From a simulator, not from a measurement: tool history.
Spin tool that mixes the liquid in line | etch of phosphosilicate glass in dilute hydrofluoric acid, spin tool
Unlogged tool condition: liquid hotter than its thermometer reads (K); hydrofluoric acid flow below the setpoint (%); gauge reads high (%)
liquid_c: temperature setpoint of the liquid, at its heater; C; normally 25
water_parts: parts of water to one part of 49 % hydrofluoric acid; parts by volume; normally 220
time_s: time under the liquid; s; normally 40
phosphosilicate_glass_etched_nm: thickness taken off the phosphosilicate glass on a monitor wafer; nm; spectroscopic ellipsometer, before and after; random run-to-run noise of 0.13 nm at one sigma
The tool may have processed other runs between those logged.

run	hour	liquid_c	water_parts	time_s	wafers since the last listed run	hours since the thermometer was replaced	hours since the hydrofluoric acid flow meter was replaced	hours since the gauge calibration	read-back film thickness of the phosphosilicate glass reference wafer, read on the same gauge (nm)	phosphosilicate_glass_etched_nm
1	0	27	240	40	0	1557.7	2106	238.8	80.02	25.95
2	25.2	27	240	40	394	1582.9	2131.2	264	80	25.97
3	37.7	27	240	40	195	1595.4	2143.7	276.5	80.02	25.92
4	66.5	25	220	40	451	1624.2	2172.5	305.3	79.95	26.82
5	100.9	25	220	40	538	1658.6	2206.9	339.7	80.01	26.91
6	132.9	25	220	40	501	1690.6	2238.9	371.7	80.01	26.78
7	159.3	25	220	40	413	1717	2265.3	398.1	79.99	26.61
8	186.7	25	220	40	429	1744.4	2292.7	425.5	79.98	26.55
9	216.1	25	220	40	460	1773.8	2322.1	454.9	80.03	26.43
10	233.4	20.5	220	40	271	1791.1	2339.4	472.2	79.98	22.51
11	248.1	28.5	140	40	230	1805.8	2354.1	486.9	80	52.32
# hour 266.6: gauge calibrated
12	281.9	25	220	40	529	1839.6	2387.9	15.3	80.02	26.56
# hour 310.4: hydrofluoric acid flow meter replaced
13	316	28	220	45	518	1873.7	5.6	49.4	80.02	40.78
14	337.6	27	240	40	338	1895.3	27.2	71	79.99	31.35
15	365.5	25	220	40	437	1923.2	55.1	98.9	79.97	32.2
# hour 367.4: thermometer replaced
16	392.8	23.5	130	40	412	25.4	82.4	126.2	80.04	57.09
17	426.8	27.5	295	40	532	59.4	116.4	160.2	80.01	24.3
18	452.5	29	160	45	402	85.1	142.1	185.9	80.01	61.52
19	478.3	25	220	40	404	110.9	167.9	211.7	80	32

Alternative continuations, all from the tool just after run 19; predict every row:
A	478.7	21	220	40	6	111.3	168.3	212.1	?	?
B	478.7	20.5	190	40	6	111.3	168.3	212.1	?	?
C	478.7	21	190	60	6	111.3	168.3	212.1	?	?
D	478.7	21	255	40	6	111.3	168.3	212.1	?	?

run	read-back film thickness of the phosphosilicate glass reference wafer, read on the same gauge (nm)	phosphosilicate_glass_etched_nm
A	80.01	27.81
B	80.01	32.56
C	80.01	49.78
D	80.01	23.18
Without the tool's hidden state the same runs would have given:
run	phosphosilicate_glass_etched_nm
A	28.34
B	33.17
C	50.72
D	23.64
